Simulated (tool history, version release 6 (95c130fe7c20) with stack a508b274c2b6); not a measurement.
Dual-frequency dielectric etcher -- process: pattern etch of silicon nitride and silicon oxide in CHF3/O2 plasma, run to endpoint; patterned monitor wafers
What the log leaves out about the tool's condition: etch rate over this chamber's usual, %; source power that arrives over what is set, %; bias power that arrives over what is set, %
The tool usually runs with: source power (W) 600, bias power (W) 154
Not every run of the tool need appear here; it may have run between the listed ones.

run,hour,source power (W),bias power (W),wafers since the last listed run,hours since the last wet clean,hours since the last source power generator calibration,hours since the last bias power generator calibration,hours since the last upper electrode change,"incoming incoming film thickness, nm",endpoint time (s)
1,0.0,600,154,0,412.6,4260.0,3065.5,3733.8,177.8,126.8
2,11.3,600,154,65,423.9,4271.3,3076.8,3745.1,176.1,126.1
3,28.6,600,154,100,441.2,4288.6,3094.1,3762.4,176.9,126.4
# hour 65.9: source power generator calibrated
4,68.4,600,154,207,481.0,2.5,3133.9,3802.2,176.4,125.4
# hour 98.8: upper electrode replaced
# hour 104.8: wet clean of the chamber
5,105.3,600,154,39,0.5,39.4,3170.8,6.5,176.7,131.6
6,105.7,600,154,2,0.9,39.8,3171.2,6.9,177.1,132.0
7,106.0,600,173,1,1.2,40.1,3171.5,7.2,177.9,125.0
8,108.9,680,135,16,4.1,43.0,3174.4,10.1,176.6,134.0
# hour 115.0: bias power generator calibrated
9,116.8,600,154,22,12.0,50.9,1.8,18.0,178.1,132.1
10,130.7,530,172,80,25.9,64.8,15.7,31.9,176.7,128.9
11,141.2,600,154,60,36.4,75.3,26.2,42.4,175.5,130.6
12,154.7,650,175,78,49.9,88.8,39.7,55.9,180.1,122.1
13,167.9,490,121,76,63.1,102.0,52.9,69.1,178.0,158.6
14,178.7,670,154,62,73.9,112.8,63.7,79.9,176.2,125.2

Branching from run 14: 3 alternative next runs. What would each branch give?
A,179.2,600,154,2,74.4,113.3,64.2,80.4,175.4,?
B,179.2,450,135,2,74.4,113.3,64.2,80.4,175.4,?
C,179.2,550,119,2,74.4,113.3,64.2,80.4,175.4,?

run,endpoint time (s)
A,129.5
B,151.2
C,152.3
With no hidden state in the tool, these same runs would have given:
run,endpoint time (s)
A,130.1
B,151.9
C,153.0
